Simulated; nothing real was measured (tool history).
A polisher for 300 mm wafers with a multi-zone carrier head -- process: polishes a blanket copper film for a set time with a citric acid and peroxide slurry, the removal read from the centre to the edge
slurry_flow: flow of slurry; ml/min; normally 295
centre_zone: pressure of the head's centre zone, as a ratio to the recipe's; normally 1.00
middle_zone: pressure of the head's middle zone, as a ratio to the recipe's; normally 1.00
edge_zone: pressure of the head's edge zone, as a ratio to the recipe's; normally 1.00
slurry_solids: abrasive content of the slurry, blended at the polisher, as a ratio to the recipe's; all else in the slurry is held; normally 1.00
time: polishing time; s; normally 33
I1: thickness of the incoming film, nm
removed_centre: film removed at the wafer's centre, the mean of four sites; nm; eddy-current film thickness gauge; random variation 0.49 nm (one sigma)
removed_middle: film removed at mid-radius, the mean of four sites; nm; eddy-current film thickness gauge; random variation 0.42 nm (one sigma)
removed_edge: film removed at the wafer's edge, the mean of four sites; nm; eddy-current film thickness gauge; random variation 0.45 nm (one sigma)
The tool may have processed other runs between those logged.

{"run": 1, "hour": 0.0, "slurry_flow": 295, "centre_zone": 1.0, "middle_zone": 1.0, "edge_zone": 1.0, "slurry_solids": 1.0, "time": 33, "I1": 648.1, "removed_centre": 33.8, "removed_middle": 36.5, "removed_edge": 37.1}
{"run": 2, "hour": 36.3, "slurry_flow": 295, "centre_zone": 1.0, "middle_zone": 1.0, "edge_zone": 1.0, "slurry_solids": 1.0, "time": 33, "I1": 653.9, "removed_centre": 33.2, "removed_middle": 35.6, "removed_edge": 38.0}
{"run": 3, "hour": 96.1, "slurry_flow": 235, "centre_zone": 1.0, "middle_zone": 1.0, "edge_zone": 0.96, "slurry_solids": 0.8, "time": 33, "I1": 653.5, "removed_centre": 30.1, "removed_middle": 34.3, "removed_edge": 33.8}
{"run": 4, "hour": 127.6, "slurry_flow": 295, "centre_zone": 1.0, "middle_zone": 1.0, "edge_zone": 1.0, "slurry_solids": 1.0, "time": 33, "I1": 648.7, "removed_centre": 32.5, "removed_middle": 36.0, "removed_edge": 37.4}
{"run": 5, "hour": 184.4, "slurry_flow": 295, "centre_zone": 1.0, "middle_zone": 0.94, "edge_zone": 1.0, "slurry_solids": 1.0, "time": 33, "I1": 649.9, "removed_centre": 32.3, "removed_middle": 34.7, "removed_edge": 37.5}
{"run": 6, "hour": 230.6, "slurry_flow": 215, "centre_zone": 0.91, "middle_zone": 1.09, "edge_zone": 1.08, "slurry_solids": 1.0, "time": 33, "I1": 642.1, "removed_centre": 27.7, "removed_middle": 37.7, "removed_edge": 38.1}
{"hour": 243.6, "done": "centre zone pressure recalibrated"}
{"hour": 256.9, "done": "worn pad replaced by a new one"}
{"run": 7, "hour": 277.2, "slurry_flow": 295, "centre_zone": 1.12, "middle_zone": 0.9, "edge_zone": 1.0, "slurry_solids": 1.0, "time": 33, "I1": 654.0, "removed_centre": 41.9, "removed_middle": 33.9, "removed_edge": 37.5}
{"run": 8, "hour": 302.0, "slurry_flow": 295, "centre_zone": 1.0, "middle_zone": 1.0, "edge_zone": 1.0, "slurry_solids": 1.15, "time": 22, "I1": 646.9, "removed_centre": 25.2, "removed_middle": 24.8, "removed_edge": 26.1}
{"hour": 346.1, "done": "slurry nozzle cleaned"}
{"run": 9, "hour": 355.2, "slurry_flow": 295, "centre_zone": 1.0, "middle_zone": 1.0, "edge_zone": 1.0, "slurry_solids": 0.7, "time": 33, "I1": 647.0, "removed_centre": 33.9, "removed_middle": 33.2, "removed_edge": 34.1}
{"run": 10, "hour": 523.0, "slurry_flow": 295, "centre_zone": 1.0, "middle_zone": 1.0, "edge_zone": 1.0, "slurry_solids": 1.0, "time": 33, "I1": 637.4, "removed_centre": 35.6, "removed_middle": 36.4, "removed_edge": 38.0}
{"hour": 540.3, "done": "edge zone pressure recalibrated"}
{"run": 11, "hour": 556.7, "slurry_flow": 295, "centre_zone": 1.0, "middle_zone": 1.0, "edge_zone": 0.89, "slurry_solids": 1.0, "time": 33, "I1": 659.8, "removed_centre": 34.9, "removed_middle": 36.4, "removed_edge": 35.2}
{"run": 12, "hour": 594.4, "slurry_flow": 195, "centre_zone": 1.0, "middle_zone": 1.0, "edge_zone": 1.0, "slurry_solids": 1.0, "time": 33, "I1": 640.1, "removed_centre": 31.6, "removed_middle": 34.3, "removed_edge": 36.5}
{"hour": 628.4, "done": "carrier head's membrane replaced by a new one"}
{"hour": 648.0, "done": "worn pad replaced by a new one"}
{"run": 13, "hour": 659.5, "slurry_flow": 350, "centre_zone": 1.0, "middle_zone": 1.0, "edge_zone": 1.0, "slurry_solids": 0.85, "time": 33, "I1": 644.8, "removed_centre": 33.0, "removed_middle": 36.1, "removed_edge": 36.6}
{"run": 14, "hour": 712.7, "slurry_flow": 295, "centre_zone": 1.0, "middle_zone": 1.0, "edge_zone": 1.0, "slurry_solids": 1.0, "time": 33, "I1": 643.8, "removed_centre": 33.9, "removed_middle": 36.4, "removed_edge": 37.3}
{"hour": 715.3, "done": "centre zone pressure recalibrated"}
{"hour": 751.3, "done": "slurry nozzle cleaned"}
{"run": 15, "hour": 772.2, "slurry_flow": 295, "centre_zone": 1.04, "middle_zone": 1.12, "edge_zone": 1.0, "slurry_solids": 1.0, "time": 33, "I1": 647.7, "removed_centre": 37.9, "removed_middle": 39.3, "removed_edge": 37.8}
{"run": 16, "hour": 836.5, "slurry_flow": 360, "centre_zone": 1.0, "middle_zone": 1.0, "edge_zone": 1.0, "slurry_solids": 1.0, "time": 33, "I1": 651.7, "removed_centre": 37.0, "removed_middle": 37.6, "removed_edge": 37.3}
{"run": 17, "hour": 900.2, "slurry_flow": 240, "centre_zone": 1.0, "middle_zone": 1.08, "edge_zone": 1.0, "slurry_solids": 1.0, "time": 23, "I1": 649.8, "removed_centre": 24.7, "removed_middle": 26.2, "removed_edge": 25.6}
{"run": 18, "hour": 935.1, "slurry_flow": 295, "centre_zone": 1.0, "middle_zone": 1.0, "edge_zone": 1.0, "slurry_solids": 1.0, "time": 33, "I1": 646.1, "removed_centre": 35.3, "removed_middle": 36.9, "removed_edge": 37.5}
{"run": 19, "hour": 966.0, "slurry_flow": 295, "centre_zone": 0.88, "middle_zone": 0.96, "edge_zone": 1.0, "slurry_solids": 1.0, "time": 43, "I1": 662.8, "removed_centre": 39.5, "removed_middle": 46.4, "removed_edge": 48.8}
{"run": 20, "hour": 1000.9, "slurry_flow": 385, "centre_zone": 0.89, "middle_zone": 0.93, "edge_zone": 1.0, "slurry_solids": 1.0, "time": 22, "I1": 662.3, "removed_centre": 20.6, "removed_middle": 23.8, "removed_edge": 25.6}
{"hour": 1026.4, "done": "worn pad replaced by a new one"}
{"run": 21, "hour": 1052.8, "slurry_flow": 295, "centre_zone": 0.97, "middle_zone": 1.0, "edge_zone": 1.0, "slurry_solids": 1.0, "time": 37, "I1": 654.3, "removed_centre": 36.6, "removed_middle": 40.3, "removed_edge": 42.0}
{"hour": 1109.3, "done": "slurry nozzle cleaned"}
{"run": 22, "hour": 1122.5, "slurry_flow": 295, "centre_zone": 0.96, "middle_zone": 1.0, "edge_zone": 1.0, "slurry_solids": 1.0, "time": 33, "I1": 639.2, "removed_centre": 31.2, "removed_middle": 36.8, "removed_edge": 37.4}

For each run, the measured value with the value that run would have given without the tool's hidden condition subtracted. The run-to-run variation is shared by both, the gauge scatter possibly not:
Unlogged tool condition in this case: removal rate lost through wear of the pad, %; slurry flow missing at the pad, %; deviation of the centre zone's pressure from its setpoint, %; deviation of the edge zone's pressure from its setpoint, %.
run=1 removed_centre=-2.8
run=2 removed_centre=-3.1
run=3 removed_centre=-3.3
run=4 removed_centre=-4.0
run=5 removed_centre=-4.5
run=6 removed_centre=-4.4
run=7 removed_centre=+0.2
run=8 removed_centre=+0.0
run=9 removed_centre=-0.5
run=10 removed_centre=-2.1
run=11 removed_centre=-2.4
run=12 removed_centre=-2.4
run=13 removed_centre=-3.1
run=14 removed_centre=-3.8
run=15 removed_centre=-0.8
run=16 removed_centre=-1.4
run=17 removed_centre=-1.3
run=18 removed_centre=-2.2
run=19 removed_centre=-2.8
run=20 removed_centre=-1.7
run=21 removed_centre=-3.5
run=22 removed_centre=-3.7
removed_middle without the hidden state stays within 0.1 nm of what was measured, in all runs.
removed_edge difference: zero, run after run.
